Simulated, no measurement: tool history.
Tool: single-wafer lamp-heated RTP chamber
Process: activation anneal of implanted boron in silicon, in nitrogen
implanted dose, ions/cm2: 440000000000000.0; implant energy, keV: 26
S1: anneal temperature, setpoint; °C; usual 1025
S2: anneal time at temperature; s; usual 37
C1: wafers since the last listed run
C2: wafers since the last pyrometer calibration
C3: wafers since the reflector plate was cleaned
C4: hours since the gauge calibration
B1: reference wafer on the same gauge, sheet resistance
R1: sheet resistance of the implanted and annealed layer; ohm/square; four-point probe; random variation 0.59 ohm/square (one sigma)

run,hour,S1,S2,C1,C2,C3,C4,B1,R1
1,0,1036,31,0,5441,10557,160.4,192.33,227.33
2,16.4,1025,37,169,5610,10727,176.8,192.13,227.75
3,69.6,1025,37,550,6160,11277,230,191.57,226.71
4,100.8,1025,37,322,6483,11599,261.2,191.08,224.85
5,122.6,1025,54,225,6708,11825,283,191.12,224.64
6,152.6,1025,54,310,7019,12135,313,190.81,224.5
# hour 166.9: pyrometer window cleaned and pyrometer calibrated
7,169.2,1025,37,88,23,12224,329.6,190.37,225.23
# hour 185.2: gauge calibrated
8,189.5,1025,37,209,233,12433,4.3,192.91,228.45
# hour 223.4: reflector plate cleaned
9,263.1,1025,37,678,912,410,77.9,192.7,227.88
10,288.7,1025,37,264,1176,674,103.5,192.52,227.28
11,321.8,1025,51,342,1518,1017,136.6,192.28,225.62
12,345.6,1025,37,246,1765,1263,160.4,192.16,226.81
13,362.7,1040,59,176,1941,1439,177.5,191.94,224.27
14,384.2,1012,22,222,2164,1662,199,191.96,230.26
15,401.7,1002,55,180,2344,1843,216.5,191.71,230.15
16,429,1004,27,282,2627,2125,243.8,191.19,230.96
17,445,1025,44,165,2792,2290,259.8,191.22,225.47
18,475.2,1043,18,312,3104,2602,290,190.87,226.36
19,497.8,1025,37,233,3338,2836,312.6,190.68,226.36
20,510.2,1039,58,128,3466,2964,325,190.42,223.35

3 ways to go on from here, each from the tool as it stands after run 20. What would each give?
A,510.6,1044,37,4,3470,2968,325.4,?,?
B,510.6,1037,50,4,3470,2968,325.4,?,?
C,510.6,1040,57,4,3470,2968,325.4,?,?

run,B1,R1
A,190.45,223.97
B,190.45,223.66
C,190.45,222.94
Without the tool's hidden state the same runs would have given:
run,R1
A,227.07
B,226.75
C,226.02
